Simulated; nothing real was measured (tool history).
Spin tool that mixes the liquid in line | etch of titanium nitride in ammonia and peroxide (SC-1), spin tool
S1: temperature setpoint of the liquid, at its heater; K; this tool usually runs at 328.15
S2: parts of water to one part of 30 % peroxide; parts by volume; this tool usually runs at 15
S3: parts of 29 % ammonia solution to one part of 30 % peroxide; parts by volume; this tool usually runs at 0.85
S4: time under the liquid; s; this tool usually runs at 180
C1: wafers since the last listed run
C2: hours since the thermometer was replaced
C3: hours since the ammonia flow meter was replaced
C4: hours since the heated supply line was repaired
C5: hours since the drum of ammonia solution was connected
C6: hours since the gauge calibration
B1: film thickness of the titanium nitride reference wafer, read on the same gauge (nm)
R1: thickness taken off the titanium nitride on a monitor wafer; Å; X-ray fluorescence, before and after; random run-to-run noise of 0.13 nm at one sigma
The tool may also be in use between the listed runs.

run    hour      S1    S2    S3   S4   C1     C2      C3      C4     C5      C6     B1     R1
  1       0  328.15    15  0.85  260    0  479.5  1464.1  3522.9  252.1   929.4  90.01  213.5
       44.7  -- thermometer replaced
  2      68  328.15    15  0.85  260  445   23.3  1532.1  3590.9  320.1   997.4  90.01    213
  3    92.6  328.15    15  0.85  180  163   47.9  1556.7  3615.5  344.7    1022  90.01  148.7
  4   138.8  328.15    15  0.85  180  307   94.1  1602.9  3661.7  390.9  1068.2     90    148
  5   197.7  328.15    15  0.85  180  391    153  1661.8  3720.6  449.8  1127.1  89.99  146.8
      214.7  -- new drum of ammonia solution connected
  6   269.3  328.15    15  0.85  180  469  224.6  1733.4  3792.2   54.6  1198.7  89.98    149
  7   329.4  328.15    15  0.85  180  399  284.7  1793.5  3852.3  114.7  1258.8  90.02  149.3
  8   381.3  328.15    15  0.85  105  345  336.6  1845.4  3904.2  166.6  1310.7  90.02   86.2
  9   413.5  328.15    15  0.85  105  214  368.8  1877.6  3936.4  198.8  1342.9  89.99   86.2
 10   479.8  328.15    19  0.85  180  440  435.1  1943.9  4002.7  265.1  1409.2  90.01  129.4
      497.5  -- gauge calibrated
 11   520.3  328.15    19  0.85  180  269  475.6  1984.4  4043.2  305.6    22.8  90.02  132.6
      547.2  -- thermometer replaced
 12   554.2  328.15    19  0.85  180  218      7  2018.3  4077.1  339.5    56.7  89.98  131.8
        575  -- ammonia flow meter replaced
      578.6  -- new drum of ammonia solution connected
 13   618.2  328.15    15  0.85  180  412     71    43.2  4141.1   39.6   120.7  90.01  149.6
 14   671.8  324.15    15  0.85  225  356  124.6    96.8  4194.7   93.2   174.3  90.02  142.2
        677  -- heated supply line repaired
 15   736.2  319.65    15  0.45  180  421    189   161.2    59.2  157.6   238.7  90.01   72.1
 16   786.9  328.15    15  0.85  180  337  239.7   211.9   109.9  208.3   289.4     90  150.4
 17   842.8  328.15    15  0.55  180  371  295.6   267.8   165.8  264.2   345.3  90.03    137
 18   869.3  334.15    15   1.1  180  176  322.1   294.3   192.3  290.7   371.8     90  230.4
 19   924.3  319.65  11.5  1.05  180  365  377.1   349.3   247.3  345.7   426.8  90.02   98.2
 20   951.7  328.15    18   0.7  225  182  404.5   376.7   274.7  373.1   454.2  90.02  162.9
      973.1  -- new drum of ammonia solution connected
 21   977.8  321.15    15  0.85  215  166  430.6   402.8   300.8    4.7   480.3  90.01  109.2
 22  1009.2  328.15    15  0.85  180  208    462   434.2   332.2   36.1   511.7  89.97  149.6
 23  1079.1  328.15    19  0.85  180  464  531.9   504.1   402.1    106   581.6  89.99  130.4
     1085.5  -- thermometer replaced
 24  1141.9  321.65    15  0.85  250  410   56.4   566.9   464.9  168.8   644.4  90.02  130.6
 25  1196.9  328.15  18.5  0.85  180  365  111.4   621.9   519.9  223.8   699.4  89.99  133.7

For each entry between runs, how does the tool's hidden state at the last listed run before it compare with that at the first listed run after it?
In the gap between runs 1 and 2: thermometer replaced (hour 44.7)
  nothing in the hidden state changes from one run to the other
In the gap between runs 5 and 6: new drum of ammonia solution connected (hour 214.7)
  nothing in the hidden state changes from one run to the other
In the gap between runs 10 and 11: gauge calibrated (hour 497.5)
  nothing in the hidden state changes from one run to the other
In the gap between runs 11 and 12: thermometer replaced (hour 547.2)
  nothing in the hidden state changes from one run to the other
In the gap between runs 12 and 13: ammonia flow meter replaced (hour 575); new drum of ammonia solution connected (hour 578.6)
  nothing in the hidden state changes from one run to the other
In the gap between runs 14 and 15: heated supply line repaired (hour 677)
  nothing in the hidden state changes from one run to the other
In the gap between runs 20 and 21: new drum of ammonia solution connected (hour 973.1)
  nothing in the hidden state changes from one run to the other
In the gap between runs 23 and 24: thermometer replaced (hour 1085.5)
  nothing in the hidden state changes from one run to the other

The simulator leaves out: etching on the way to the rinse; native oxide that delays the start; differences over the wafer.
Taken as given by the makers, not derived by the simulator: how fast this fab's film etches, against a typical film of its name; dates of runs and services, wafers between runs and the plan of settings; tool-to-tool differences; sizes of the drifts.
